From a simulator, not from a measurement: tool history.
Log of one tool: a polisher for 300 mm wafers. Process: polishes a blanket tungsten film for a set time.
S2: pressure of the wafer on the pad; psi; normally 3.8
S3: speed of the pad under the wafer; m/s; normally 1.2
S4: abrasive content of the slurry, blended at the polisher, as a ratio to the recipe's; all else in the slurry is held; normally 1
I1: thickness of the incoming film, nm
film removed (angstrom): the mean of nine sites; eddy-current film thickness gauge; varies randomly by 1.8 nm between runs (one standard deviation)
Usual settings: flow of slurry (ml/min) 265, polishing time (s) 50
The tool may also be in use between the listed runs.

run 1 hour=0 | flow_of_slurry_(ml/min)=265 S2=3.8 S3=1.2 S4=1 polishing_time_(s)=50 | I1=831.8 | film_removed_(angstrom)=2313
run 2 hour=18.8 | flow_of_slurry_(ml/min)=265 S2=3.8 S3=1.2 S4=1 polishing_time_(s)=50 | I1=833 | film_removed_(angstrom)=2347
-- hour=38.9 slurry tank refilled with fresh slurry and peroxide
run 3 hour=41.6 | flow_of_slurry_(ml/min)=265 S2=3.8 S3=1.2 S4=1 polishing_time_(s)=50 | I1=820.4 | film_removed_(angstrom)=2447
-- hour=53.5 slurry blender recalibrated
run 4 hour=103.1 | flow_of_slurry_(ml/min)=265 S2=3.8 S3=1.2 S4=1 polishing_time_(s)=50 | I1=845.3 | film_removed_(angstrom)=2396
run 5 hour=115.5 | flow_of_slurry_(ml/min)=200 S2=3.8 S3=1.2 S4=1 polishing_time_(s)=50 | I1=831.8 | film_removed_(angstrom)=2336
-- hour=128.9 worn pad replaced by a new one
run 6 hour=143.3 | flow_of_slurry_(ml/min)=200 S2=3.8 S3=1.2 S4=1 polishing_time_(s)=50 | I1=838.8 | film_removed_(angstrom)=2324
run 7 hour=169.5 | flow_of_slurry_(ml/min)=200 S2=3.8 S3=1.2 S4=1 polishing_time_(s)=50 | I1=829.7 | film_removed_(angstrom)=2319
run 8 hour=201.3 | flow_of_slurry_(ml/min)=265 S2=3.8 S3=1.36 S4=1.25 polishing_time_(s)=50 | I1=829.9 | film_removed_(angstrom)=2752
run 9 hour=233.5 | flow_of_slurry_(ml/min)=265 S2=3.8 S3=1.2 S4=1 polishing_time_(s)=50 | I1=824.6 | film_removed_(angstrom)=2364
run 10 hour=252.8 | flow_of_slurry_(ml/min)=265 S2=3.8 S3=1.2 S4=1 polishing_time_(s)=50 | I1=832.8 | film_removed_(angstrom)=2334
-- hour=262.3 slurry blender recalibrated
-- hour=278.6 slurry tank refilled with fresh slurry and peroxide
run 11 hour=285.9 | flow_of_slurry_(ml/min)=265 S2=3.8 S3=1.2 S4=1 polishing_time_(s)=50 | I1=827 | film_removed_(angstrom)=2434
run 12 hour=314.6 | flow_of_slurry_(ml/min)=265 S2=3.2 S3=1.5 S4=1 polishing_time_(s)=50 | I1=821.5 | film_removed_(angstrom)=2536
-- hour=322 worn pad replaced by a new one
-- hour=339.1 head pressure recalibrated
run 13 hour=404.1 | flow_of_slurry_(ml/min)=265 S2=3.8 S3=1.34 S4=0.9 polishing_time_(s)=50 | I1=830.4 | film_removed_(angstrom)=2617
run 14 hour=432.9 | flow_of_slurry_(ml/min)=315 S2=3.8 S3=1.2 S4=1 polishing_time_(s)=50 | I1=829 | film_removed_(angstrom)=2411
run 15 hour=464.6 | flow_of_slurry_(ml/min)=305 S2=3.8 S3=1.2 S4=1 polishing_time_(s)=59 | I1=833.9 | film_removed_(angstrom)=2786
-- hour=481.7 slurry tank refilled with fresh slurry and peroxide
run 16 hour=485.8 | flow_of_slurry_(ml/min)=265 S2=3.8 S3=1.2 S4=1.25 polishing_time_(s)=50 | I1=836.8 | film_removed_(angstrom)=2517
-- hour=499.5 slurry blender recalibrated
-- hour=534.9 slurry nozzle cleaned
run 17 hour=541.3 | flow_of_slurry_(ml/min)=265 S2=3.8 S3=1.2 S4=1 polishing_time_(s)=50 | I1=840.1 | film_removed_(angstrom)=2415
-- hour=552.9 worn pad replaced by a new one
run 18 hour=571.5 | flow_of_slurry_(ml/min)=265 S2=3.8 S3=1.2 S4=1 polishing_time_(s)=50 | I1=837.8 | film_removed_(angstrom)=2399
run 19 hour=585 | flow_of_slurry_(ml/min)=200 S2=3.8 S3=1.2 S4=1 polishing_time_(s)=50 | I1=819.1 | film_removed_(angstrom)=2313
run 20 hour=601.8 | flow_of_slurry_(ml/min)=265 S2=4.2 S3=1.2 S4=1 polishing_time_(s)=50 | I1=824.6 | film_removed_(angstrom)=2638
run 21 hour=614.4 | flow_of_slurry_(ml/min)=265 S2=3.8 S3=1.2 S4=1 polishing_time_(s)=50 | I1=831.6 | film_removed_(angstrom)=2363
run 22 hour=644.7 | flow_of_slurry_(ml/min)=185 S2=2.6 S3=1.2 S4=1 polishing_time_(s)=50 | I1=840 | film_removed_(angstrom)=1546
run 23 hour=662.1 | flow_of_slurry_(ml/min)=265 S2=3.8 S3=1.2 S4=1 polishing_time_(s)=50 | I1=831.5 | film_removed_(angstrom)=2320
run 24 hour=688 | flow_of_slurry_(ml/min)=265 S2=5 S3=1.2 S4=1 polishing_time_(s)=34 | I1=827.9 | film_removed_(angstrom)=2070
-- hour=689.1 slurry tank refilled with fresh slurry and peroxide
run 25 hour=716 | flow_of_slurry_(ml/min)=215 S2=4.9 S3=1.02 S4=1 polishing_time_(s)=50 | I1=837.5 | film_removed_(angstrom)=2614
-- hour=724.8 slurry blender recalibrated
run 26 hour=746.5 | flow_of_slurry_(ml/min)=265 S2=3.8 S3=0.86 S4=1 polishing_time_(s)=50 | I1=828.3 | film_removed_(angstrom)=1700
run 27 hour=770.8 | flow_of_slurry_(ml/min)=180 S2=3.8 S3=1.54 S4=0.7 polishing_time_(s)=39 | I1=831.4 | film_removed_(angstrom)=2186

Branching from run 27: 3 alternative next runs. What would each branch give?
run A hour=771.2 | flow_of_slurry_(ml/min)=265 S2=3.3 S3=1.2 S4=1 polishing_time_(s)=50 | I1=842.3 | film_removed_(angstrom)=?
run B hour=771.2 | flow_of_slurry_(ml/min)=265 S2=3.8 S3=1.2 S4=1 polishing_time_(s)=36 | I1=842.3 | film_removed_(angstrom)=?
run C hour=771.2 | flow_of_slurry_(ml/min)=265 S2=3.8 S3=1.2 S4=1 polishing_time_(s)=65 | I1=842.3 | film_removed_(angstrom)=?

run=A film_removed_(angstrom)=2086
run=B film_removed_(angstrom)=1728
run=C film_removed_(angstrom)=3120
What these runs would have given with no unlogged condition in the tool:
run=A film_removed_(angstrom)=2125
run=B film_removed_(angstrom)=1760
run=C film_removed_(angstrom)=3179
